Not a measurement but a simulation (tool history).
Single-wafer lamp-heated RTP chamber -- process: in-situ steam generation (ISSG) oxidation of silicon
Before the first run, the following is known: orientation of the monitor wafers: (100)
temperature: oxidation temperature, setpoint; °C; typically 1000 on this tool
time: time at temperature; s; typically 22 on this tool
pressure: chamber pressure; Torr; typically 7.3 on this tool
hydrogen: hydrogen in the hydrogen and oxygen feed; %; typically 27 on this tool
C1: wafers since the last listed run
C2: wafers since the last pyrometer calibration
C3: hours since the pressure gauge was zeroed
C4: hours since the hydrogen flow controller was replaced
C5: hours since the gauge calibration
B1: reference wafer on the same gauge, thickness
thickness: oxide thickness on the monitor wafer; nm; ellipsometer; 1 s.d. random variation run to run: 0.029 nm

{"run": 1, "hour": 0.0, "temperature": 1000, "time": 22, "pressure": 7.3, "hydrogen": 27, "C1": 0, "C2": 1832, "C3": 3169.7, "C4": 2639.8, "C5": 159.1, "B1": 5.176, "thickness": 6.208}
{"run": 2, "hour": 59.1, "temperature": 1000, "time": 22, "pressure": 7.3, "hydrogen": 27, "C1": 470, "C2": 2303, "C3": 3228.8, "C4": 2698.9, "C5": 218.2, "B1": 5.181, "thickness": 6.185}
{"hour": 88.3, "done": "pyrometer window cleaned and pyrometer calibrated"}
{"run": 3, "hour": 128.6, "temperature": 1000, "time": 22, "pressure": 7.3, "hydrogen": 27, "C1": 489, "C2": 320, "C3": 3298.3, "C4": 2768.4, "C5": 287.7, "B1": 5.18, "thickness": 6.125}
{"run": 4, "hour": 197.0, "temperature": 1000, "time": 22, "pressure": 7.3, "hydrogen": 27, "C1": 544, "C2": 865, "C3": 3366.7, "C4": 2836.8, "C5": 356.1, "B1": 5.18, "thickness": 6.078}
{"run": 5, "hour": 251.5, "temperature": 1000, "time": 22, "pressure": 7.3, "hydrogen": 27, "C1": 433, "C2": 1298, "C3": 3421.2, "C4": 2891.3, "C5": 410.6, "B1": 5.183, "thickness": 6.141}
{"run": 6, "hour": 292.7, "temperature": 1000, "time": 22, "pressure": 7.3, "hydrogen": 27, "C1": 328, "C2": 1626, "C3": 3462.4, "C4": 2932.5, "C5": 451.8, "B1": 5.178, "thickness": 6.177}
{"run": 7, "hour": 327.6, "temperature": 1000, "time": 22, "pressure": 7.3, "hydrogen": 27, "C1": 277, "C2": 1904, "C3": 3497.3, "C4": 2967.4, "C5": 486.7, "B1": 5.182, "thickness": 6.23}
{"hour": 419.9, "done": "pyrometer window cleaned and pyrometer calibrated"}
{"hour": 494.3, "done": "hydrogen flow controller replaced"}
{"run": 8, "hour": 512.5, "temperature": 1000, "time": 22, "pressure": 7.3, "hydrogen": 27, "C1": 1344, "C2": 673, "C3": 3682.2, "C4": 18.2, "C5": 671.6, "B1": 5.181, "thickness": 6.09}
{"run": 9, "hour": 569.0, "temperature": 1000, "time": 22, "pressure": 7.3, "hydrogen": 27, "C1": 449, "C2": 1123, "C3": 3738.7, "C4": 74.7, "C5": 728.1, "B1": 5.179, "thickness": 6.153}
{"run": 10, "hour": 624.8, "temperature": 1000, "time": 22, "pressure": 7.3, "hydrogen": 27, "C1": 444, "C2": 1567, "C3": 3794.5, "C4": 130.5, "C5": 783.9, "B1": 5.186, "thickness": 6.204}
{"run": 11, "hour": 658.3, "temperature": 1000, "time": 22, "pressure": 7.3, "hydrogen": 31, "C1": 266, "C2": 1834, "C3": 3828.0, "C4": 164.0, "C5": 817.4, "B1": 5.185, "thickness": 6.484}
{"run": 12, "hour": 693.4, "temperature": 1000, "time": 17, "pressure": 7.3, "hydrogen": 27, "C1": 279, "C2": 2113, "C3": 3863.1, "C4": 199.1, "C5": 852.5, "B1": 5.168, "thickness": 5.496}
{"hour": 696.3, "done": "gauge calibrated"}
{"run": 13, "hour": 727.6, "temperature": 1000, "time": 17, "pressure": 7.3, "hydrogen": 27, "C1": 272, "C2": 2386, "C3": 3897.3, "C4": 233.3, "C5": 31.3, "B1": 5.171, "thickness": 5.581}
{"hour": 779.4, "done": "pyrometer window cleaned and pyrometer calibrated"}
{"run": 14, "hour": 797.3, "temperature": 993, "time": 22, "pressure": 7.3, "hydrogen": 27, "C1": 491, "C2": 142, "C3": 3967.0, "C4": 303.0, "C5": 101.0, "B1": 5.189, "thickness": 5.914}
{"run": 15, "hour": 827.5, "temperature": 1000, "time": 27, "pressure": 7.3, "hydrogen": 27, "C1": 240, "C2": 383, "C3": 3997.2, "C4": 333.2, "C5": 131.2, "B1": 5.183, "thickness": 6.669}
{"run": 16, "hour": 886.7, "temperature": 1013, "time": 22, "pressure": 7.3, "hydrogen": 27, "C1": 471, "C2": 854, "C3": 4056.4, "C4": 392.4, "C5": 190.4, "B1": 5.172, "thickness": 6.49}
{"run": 17, "hour": 944.5, "temperature": 981, "time": 19, "pressure": 7.3, "hydrogen": 19, "C1": 460, "C2": 1314, "C3": 4114.2, "C4": 450.2, "C5": 248.2, "B1": 5.179, "thickness": 4.88}
{"run": 18, "hour": 981.3, "temperature": 1000, "time": 22, "pressure": 8.8, "hydrogen": 27, "C1": 292, "C2": 1607, "C3": 4151.0, "C4": 487.0, "C5": 285.0, "B1": 5.185, "thickness": 6.173}
{"run": 19, "hour": 1038.8, "temperature": 1000, "time": 22, "pressure": 7.3, "hydrogen": 27, "C1": 457, "C2": 2065, "C3": 4208.5, "C4": 544.5, "C5": 342.5, "B1": 5.181, "thickness": 6.314}
{"run": 20, "hour": 1068.5, "temperature": 1016, "time": 24, "pressure": 6.9, "hydrogen": 27, "C1": 236, "C2": 2301, "C3": 4238.2, "C4": 574.2, "C5": 372.2, "B1": 5.18, "thickness": 7.042}
{"run": 21, "hour": 1105.9, "temperature": 1000, "time": 22, "pressure": 6.9, "hydrogen": 27, "C1": 297, "C2": 2599, "C3": 4275.6, "C4": 611.6, "C5": 409.6, "B1": 5.178, "thickness": 6.273}
{"hour": 1136.5, "done": "pyrometer window cleaned and pyrometer calibrated"}
{"hour": 1144.0, "done": "pressure gauge zeroed"}
{"run": 22, "hour": 1156.1, "temperature": 988, "time": 15, "pressure": 7.3, "hydrogen": 27, "C1": 275, "C2": 96, "C3": 12.1, "C4": 661.8, "C5": 459.8, "B1": 5.178, "thickness": 4.854}
{"run": 23, "hour": 1199.3, "temperature": 991, "time": 15, "pressure": 7.3, "hydrogen": 27, "C1": 343, "C2": 439, "C3": 55.3, "C4": 705.0, "C5": 503.0, "B1": 5.183, "thickness": 4.992}
{"run": 24, "hour": 1246.4, "temperature": 1008, "time": 19, "pressure": 7.3, "hydrogen": 27, "C1": 374, "C2": 814, "C3": 102.4, "C4": 752.1, "C5": 550.1, "B1": 5.184, "thickness": 5.964}
{"run": 25, "hour": 1365.1, "temperature": 1000, "time": 22, "pressure": 7.3, "hydrogen": 27, "C1": 944, "C2": 1759, "C3": 221.1, "C4": 870.8, "C5": 668.8, "B1": 5.181, "thickness": 6.231}
{"hour": 1393.9, "done": "gauge calibrated"}
{"run": 26, "hour": 1418.3, "temperature": 984, "time": 25, "pressure": 6.9, "hydrogen": 27, "C1": 423, "C2": 2183, "C3": 274.3, "C4": 924.0, "C5": 24.4, "B1": 5.184, "thickness": 6.216}
{"hour": 1452.8, "done": "pyrometer window cleaned and pyrometer calibrated"}
{"run": 27, "hour": 1453.3, "temperature": 1000, "time": 22, "pressure": 7.3, "hydrogen": 27, "C1": 214, "C2": 3, "C3": 309.3, "C4": 959.0, "C5": 59.4, "B1": 5.17, "thickness": 6.081}
{"run": 28, "hour": 1482.2, "temperature": 1000, "time": 28, "pressure": 8.4, "hydrogen": 32, "C1": 230, "C2": 233, "C3": 338.2, "C4": 987.9, "C5": 88.3, "B1": 5.185, "thickness": 7.085}

Across each entry between runs, compare the hidden state at the last listed run before it with the hidden state at the first listed run after it:
From run 2 to run 3: pyrometer window cleaned and pyrometer calibrated (hour 88.3)
  true wafer temperature minus pyrometer reading, K: 7.54 -> 2.05
  measured value less the no-hidden-state value, thickness: +0.197 -> +0.053 nm
From run 7 to run 8: pyrometer window cleaned and pyrometer calibrated (hour 419.9); hydrogen flow controller replaced (hour 494.3)
  true wafer temperature minus pyrometer reading, K: 7.2 -> 3.01
  measured value less the no-hidden-state value, thickness: +0.189 -> +0.077 nm
From run 12 to run 13: gauge calibrated (hour 696.3)
  true wafer temperature minus pyrometer reading, K: 7.7 -> 8.59
  measured value less the no-hidden-state value, thickness: +0.167 -> +0.188 nm
From run 13 to run 14: pyrometer window cleaned and pyrometer calibrated (hour 779.4)
  true wafer temperature minus pyrometer reading, K: 8.59 -> 1.91
  measured value less the no-hidden-state value, thickness: +0.188 -> +0.046 nm
From run 21 to run 22: pyrometer window cleaned and pyrometer calibrated (hour 1136.5); pressure gauge zeroed (hour 1144.0)
  true wafer temperature minus pyrometer reading, K: 9.9 -> 1.57
  measured value less the no-hidden-state value, thickness: +0.263 -> +0.026 nm
From run 25 to run 26: gauge calibrated (hour 1393.9)
  true wafer temperature minus pyrometer reading, K: 6.99 -> 8.36
  measured value less the no-hidden-state value, thickness: +0.184 -> +0.207 nm
From run 26 to run 27: pyrometer window cleaned and pyrometer calibrated (hour 1452.8)
  true wafer temperature minus pyrometer reading, K: 8.36 -> 0.995
  measured value less the no-hidden-state value, thickness: +0.207 -> +0.025 nm
